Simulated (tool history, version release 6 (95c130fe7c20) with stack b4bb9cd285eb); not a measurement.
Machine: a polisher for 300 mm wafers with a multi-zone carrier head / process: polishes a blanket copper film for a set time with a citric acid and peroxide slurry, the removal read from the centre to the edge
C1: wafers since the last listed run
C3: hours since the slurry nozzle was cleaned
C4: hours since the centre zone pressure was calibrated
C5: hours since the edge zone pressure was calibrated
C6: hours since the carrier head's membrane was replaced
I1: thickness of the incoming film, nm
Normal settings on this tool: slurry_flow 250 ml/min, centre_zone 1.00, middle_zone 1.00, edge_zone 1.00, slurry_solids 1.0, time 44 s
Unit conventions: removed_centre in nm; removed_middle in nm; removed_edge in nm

run 1 hour=0.0 | slurry_flow=250 centre_zone=1.00 middle_zone=1.00 edge_zone=1.00 slurry_solids=1.0 time=54 | C1=0 wafers_polished_on_this_pad=982 C3=16.5 C4=846.7 C5=407.4 C6=694.7 | I1=1014.0 | removed_centre=123.6 removed_middle=126.1 removed_edge=121.8
run 2 hour=83.9 | slurry_flow=250 centre_zone=1.00 middle_zone=1.00 edge_zone=1.00 slurry_solids=1.0 time=44 | C1=722 wafers_polished_on_this_pad=1705 C3=100.4 C4=930.6 C5=491.3 C6=778.6 | I1=1000.7 | removed_centre=100.4 removed_middle=98.0 removed_edge=97.8
run 3 hour=133.7 | slurry_flow=250 centre_zone=1.00 middle_zone=1.00 edge_zone=1.00 slurry_solids=1.0 time=44 | C1=428 wafers_polished_on_this_pad=2134 C3=150.2 C4=980.4 C5=541.1 C6=828.4 | I1=998.6 | removed_centre=99.5 removed_middle=99.0 removed_edge=99.2
-- hour=170.4 worn pad replaced by a new one
run 4 hour=213.9 | slurry_flow=250 centre_zone=1.00 middle_zone=1.00 edge_zone=1.00 slurry_solids=1.0 time=44 | C1=656 wafers_polished_on_this_pad=374 C3=230.4 C4=1060.6 C5=621.3 C6=908.6 | I1=1001.6 | removed_centre=99.7 removed_middle=100.5 removed_edge=99.0
-- hour=406.7 worn pad replaced by a new one
-- hour=455.5 centre zone pressure recalibrated
run 5 hour=471.9 | slurry_flow=250 centre_zone=1.00 middle_zone=1.00 edge_zone=1.00 slurry_solids=1.0 time=44 | C1=2170 wafers_polished_on_this_pad=544 C3=488.4 C4=16.4 C5=879.3 C6=1166.6 | I1=1017.6 | removed_centre=98.1 removed_middle=96.5 removed_edge=97.4
run 6 hour=520.4 | slurry_flow=250 centre_zone=1.00 middle_zone=1.00 edge_zone=1.00 slurry_solids=1.0 time=44 | C1=417 wafers_polished_on_this_pad=961 C3=536.9 C4=64.9 C5=927.8 C6=1215.1 | I1=995.1 | removed_centre=98.6 removed_middle=100.6 removed_edge=96.6
run 7 hour=592.7 | slurry_flow=250 centre_zone=1.00 middle_zone=1.00 edge_zone=1.00 slurry_solids=1.0 time=44 | C1=622 wafers_polished_on_this_pad=1584 C3=609.2 C4=137.2 C5=1000.1 C6=1287.4 | I1=985.1 | removed_centre=97.2 removed_middle=95.1 removed_edge=97.4
-- hour=647.2 carrier head's membrane replaced by a new one
-- hour=666.5 worn pad replaced by a new one
run 8 hour=669.1 | slurry_flow=250 centre_zone=1.00 middle_zone=1.00 edge_zone=1.05 slurry_solids=1.0 time=44 | C1=580 wafers_polished_on_this_pad=22 C3=685.6 C4=213.6 C5=1076.5 C6=21.9 | I1=1002.0 | removed_centre=97.1 removed_middle=97.8 removed_edge=96.5
run 9 hour=756.8 | slurry_flow=280 centre_zone=1.00 middle_zone=1.06 edge_zone=1.00 slurry_solids=1.0 time=34 | C1=755 wafers_polished_on_this_pad=777 C3=773.3 C4=301.3 C5=1164.2 C6=109.6 | I1=983.9 | removed_centre=76.7 removed_middle=79.3 removed_edge=74.7
-- hour=783.0 slurry nozzle cleaned
run 10 hour=800.1 | slurry_flow=250 centre_zone=1.00 middle_zone=1.00 edge_zone=1.00 slurry_solids=1.0 time=31 | C1=364 wafers_polished_on_this_pad=1141 C3=17.1 C4=344.6 C5=1207.5 C6=152.9 | I1=1000.7 | removed_centre=64.5 removed_middle=63.8 removed_edge=66.6
run 11 hour=861.7 | slurry_flow=250 centre_zone=1.00 middle_zone=1.00 edge_zone=1.00 slurry_solids=1.0 time=44 | C1=530 wafers_polished_on_this_pad=1672 C3=78.7 C4=406.2 C5=1269.1 C6=214.5 | I1=986.7 | removed_centre=91.2 removed_middle=93.1 removed_edge=93.0
-- hour=883.8 edge zone pressure recalibrated
-- hour=901.4 worn pad replaced by a new one
run 12 hour=920.7 | slurry_flow=330 centre_zone=1.00 middle_zone=1.00 edge_zone=1.00 slurry_solids=1.0 time=44 | C1=456 wafers_polished_on_this_pad=166 C3=137.7 C4=465.2 C5=36.9 C6=273.5 | I1=1014.1 | removed_centre=97.7 removed_middle=92.9 removed_edge=95.1
run 13 hour=961.4 | slurry_flow=250 centre_zone=1.00 middle_zone=1.00 edge_zone=1.00 slurry_solids=1.0 time=55 | C1=350 wafers_polished_on_this_pad=517 C3=178.4 C4=505.9 C5=77.6 C6=314.2 | I1=1009.9 | removed_centre=110.7 removed_middle=112.0 removed_edge=115.0
-- hour=1106.8 slurry nozzle cleaned, repeated, since the last time left the tool worse
-- hour=1196.1 worn pad replaced by a new one
run 14 hour=1241.4 | slurry_flow=250 centre_zone=1.09 middle_zone=1.00 edge_zone=0.93 slurry_solids=1.0 time=55 | C1=2368 wafers_polished_on_this_pad=390 C3=134.6 C4=785.9 C5=357.6 C6=594.2 | I1=1022.1 | removed_centre=132.4 removed_middle=125.8 removed_edge=122.6
run 15 hour=1306.0 | slurry_flow=250 centre_zone=1.00 middle_zone=1.00 edge_zone=1.00 slurry_solids=1.0 time=44 | C1=556 wafers_polished_on_this_pad=946 C3=199.2 C4=850.5 C5=422.2 C6=658.8 | I1=998.6 | removed_centre=100.1 removed_middle=99.7 removed_edge=98.8

Had the tool no unlogged condition, and each run kept its random variation, what would the results have been?
What the log doesn't record here: removal rate lost through wear of the pad, %; slurry flow missing at the pad, %; deviation of the centre zone's pressure from its setpoint, %; deviation of the edge zone's pressure from its setpoint, %.
run=1 removed_centre=124.0 removed_middle=126.4 removed_edge=122.0
run=2 removed_centre=101.1 removed_middle=98.6 removed_edge=98.3
run=3 removed_centre=100.4 removed_middle=99.8 removed_edge=99.8
run=4 removed_centre=101.0 removed_middle=101.6 removed_edge=99.9
run=5 removed_centre=100.9 removed_middle=98.9 removed_edge=99.2
run=6 removed_centre=101.6 removed_middle=103.4 removed_edge=98.6
run=7 removed_centre=100.7 removed_middle=98.2 removed_edge=99.7
run=8 removed_centre=101.2 removed_middle=101.5 removed_edge=99.2
run=9 removed_centre=80.0 removed_middle=82.3 removed_edge=76.8
run=10 removed_centre=71.3 removed_middle=69.7 removed_edge=71.1
run=11 removed_centre=101.6 removed_middle=102.5 removed_edge=99.8
run=12 removed_centre=106.7 removed_middle=100.5 removed_edge=100.9
run=13 removed_centre=125.3 removed_middle=124.9 removed_edge=124.5
run=14 removed_centre=133.6 removed_middle=126.8 removed_edge=123.3
run=15 removed_centre=101.3 removed_middle=100.8 removed_edge=99.6
